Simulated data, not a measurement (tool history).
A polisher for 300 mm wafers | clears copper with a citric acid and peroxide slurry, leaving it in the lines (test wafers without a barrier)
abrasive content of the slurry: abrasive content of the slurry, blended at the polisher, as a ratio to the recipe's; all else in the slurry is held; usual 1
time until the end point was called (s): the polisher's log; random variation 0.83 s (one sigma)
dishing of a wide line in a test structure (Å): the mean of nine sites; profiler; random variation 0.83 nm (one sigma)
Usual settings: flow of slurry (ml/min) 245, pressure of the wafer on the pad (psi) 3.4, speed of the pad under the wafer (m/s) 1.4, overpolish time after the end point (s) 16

run	hour	flow of slurry (ml/min)	pressure of the wafer on the pad (psi)	speed of the pad under the wafer (m/s)	abrasive content of the slurry	overpolish time after the end point (s)	wafers since the last listed run	wafers polished on this pad	hours since the slurry nozzle was cleaned	hours since the head pressure was calibrated	hours since the slurry blender was calibrated	incoming thickness of the incoming film, nm	time until the end point was called (s)	dishing of a wide line in a test structure (Å)
1	0	245	3.4	1.4	1	16	0	130	538	558.7	19.1	247.1	75.4	333
2	32.6	245	3.4	1.4	1	16	294	424	570.6	591.3	51.7	250.1	75.2	334
3	48.6	245	3.4	1.4	1	16	144	568	586.6	607.3	67.7	247	74.8	331
4	82.1	245	3.4	1.4	1	16	302	870	620.1	640.8	101.2	249.5	74.9	336
5	102.6	245	3.1	1.4	1	16	184	1055	640.6	661.3	121.7	250	84.8	313
# hour 117.7: worn pad replaced by a new one
6	136.7	245	3.1	1.4	1	16	271	171	674.7	695.4	155.8	250.6	85	317
7	153	245	3.4	1.4	1.1	16	147	318	691	711.7	172.1	254.1	76.5	323
8	178.6	245	3.4	1.4	1	16	230	549	716.6	737.3	197.7	252.1	76.4	336
9	193.7	245	3.4	1.4	1	16	136	685	731.7	752.4	212.8	249.2	76.3	334
# hour 210.7: slurry blender recalibrated
10	224.5	245	3.4	1.4	1	16	259	945	762.5	783.2	13.8	247.3	75.5	343
# hour 244.9: slurry nozzle cleaned
11	248.9	245	3.4	1.4	1	16	211	1156	4	807.6	38.2	253.8	82	308
# hour 259.2: worn pad replaced by a new one
12	265.3	245	3.4	1.4	1	16	111	54	20.4	824	54.6	252.1	82.1	332
13	298	245	3.4	1.76	1	7	295	349	53.1	856.7	87.3	251.2	65.7	181
14	315.7	210	3.8	1.4	1	16	159	509	70.8	874.4	105	251.8	78.5	330
15	347.6	245	3.4	1.4	1	23	287	797	102.7	906.3	136.9	245.1	83	406
# hour 357.4: slurry nozzle cleaned, repeated, since the last time left the tool worse
16	370.5	245	3.4	1.1	0.75	13	197	994	13.1	929.2	159.8	249.2	98.9	229
17	383	245	3.4	1.4	1.25	16	112	1107	25.6	941.7	172.3	253.4	71.8	356
# hour 389: worn pad replaced by a new one
18	417.5	280	3.4	1.4	1.1	16	275	256	60.1	976.2	206.8	248.4	71.9	350
19	438.8	245	2.6	1.4	1	16	192	448	81.4	997.5	228.1	249.8	95.9	275
# hour 457.3: head pressure recalibrated
20	468.5	245	3.4	1.4	1	16	249	698	111.1	11.2	257.8	247.7	71.8	335
# hour 474.2: slurry blender recalibrated
21	481.6	245	2.3	1.4	1	16	100	798	124.2	24.3	7.4	250.1	106.2	239
# hour 515.9: worn pad replaced by a new one
22	516.4	245	3.1	1.04	1.1	16	277	4	159	59.1	42.2	247.3	105.9	254
23	527.3	245	3.4	1.4	1	16	98	103	169.9	70	53.1	247.9	74.5	333
24	561.6	245	3.4	1.4	1	16	309	412	204.2	104.3	87.4	250	73.8	329
25	586.8	210	3.4	1.4	1	16	227	639	229.4	129.5	112.6	251.3	76.3	326
26	600.6	245	2.8	1.4	1	16	124	764	243.2	143.3	126.4	247.2	90.5	284
27	626.4	210	3.8	1.4	1	16	232	997	269	169.1	152.2	247.3	68.4	367

5 ways to go on from here, each from the tool as it stands after run 27. What would each give?
A	626.9	245	3.4	1.4	1.2	16	4	1001	269.5	169.6	152.7	247.2	?	?
B	626.9	245	3.4	1.4	1	9	4	1001	269.5	169.6	152.7	247.2	?	?
C	626.9	170	3.4	1.4	1	22	4	1001	269.5	169.6	152.7	247.2	?	?
D	626.9	245	3.4	1.88	1	11	4	1001	269.5	169.6	152.7	247.2	?	?
E	626.9	285	3.9	1.58	1	16	4	1001	269.5	169.6	152.7	247.2	?	?

run	time until the end point was called (s)	dishing of a wide line in a test structure (Å)
A	71.4	334
B	74.6	196
C	79.7	395
D	55.8	301
E	56.7	404
Without the tool's hidden state the same runs would have given:
run	time until the end point was called (s)	dishing of a wide line in a test structure (Å)
A	69.8	341
B	72.8	200
C	77	406
D	54.5	307
E	55.5	410
